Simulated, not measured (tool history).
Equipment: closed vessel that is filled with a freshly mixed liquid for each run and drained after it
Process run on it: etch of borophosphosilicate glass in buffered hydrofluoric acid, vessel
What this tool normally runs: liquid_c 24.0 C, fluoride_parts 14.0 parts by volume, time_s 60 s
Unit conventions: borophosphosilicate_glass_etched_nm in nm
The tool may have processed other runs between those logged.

run	hour	liquid_c	fluoride_parts	time_s	read-back film thickness of the borophosphosilicate glass reference wafer, read on the same gauge (nm)	borophosphosilicate_glass_etched_nm
1	0.0	24.0	14.0	60	140.03	54.69
2	100.3	24.0	14.0	60	139.96	55.24
3	158.1	24.0	14.0	60	139.97	55.12
4	222.0	24.0	14.0	60	140.02	55.41
5	304.6	24.0	14.0	70	139.99	65.40
# hour 342.3: gauge calibrated
6	344.0	24.0	14.0	60	140.00	54.77
7	381.7	27.0	14.0	35	140.00	37.88
8	433.2	24.0	14.0	60	140.00	55.37
9	547.1	24.0	14.0	60	139.96	54.43
10	592.3	24.0	14.0	60	139.98	55.68
11	674.9	24.0	14.0	60	140.01	54.33
12	759.0	24.0	14.0	60	139.94	55.73
13	856.6	29.0	14.0	35	140.04	42.30
# hour 932.5: thermometer replaced
14	942.9	22.5	14.0	90	140.00	76.48
15	1014.4	20.5	16.0	60	140.02	40.04
16	1063.1	24.0	14.0	60	140.00	55.90
17	1138.3	24.0	16.0	80	140.00	64.52

Estimate the outcome of run 18 from the log above:
# hour 1212.1: gauge calibrated
18	1363.5	21.5	9.5	35	?	?

For run 18 the tool returned read-back film thickness of the borophosphosilicate glass reference wafer, read on the same gauge (nm) 139.97, borophosphosilicate_glass_etched_nm 40.50 nm.
Were there no unlogged condition in the tool, this run, its random variation unchanged, would have produced borophosphosilicate_glass_etched_nm 40.50 nm.

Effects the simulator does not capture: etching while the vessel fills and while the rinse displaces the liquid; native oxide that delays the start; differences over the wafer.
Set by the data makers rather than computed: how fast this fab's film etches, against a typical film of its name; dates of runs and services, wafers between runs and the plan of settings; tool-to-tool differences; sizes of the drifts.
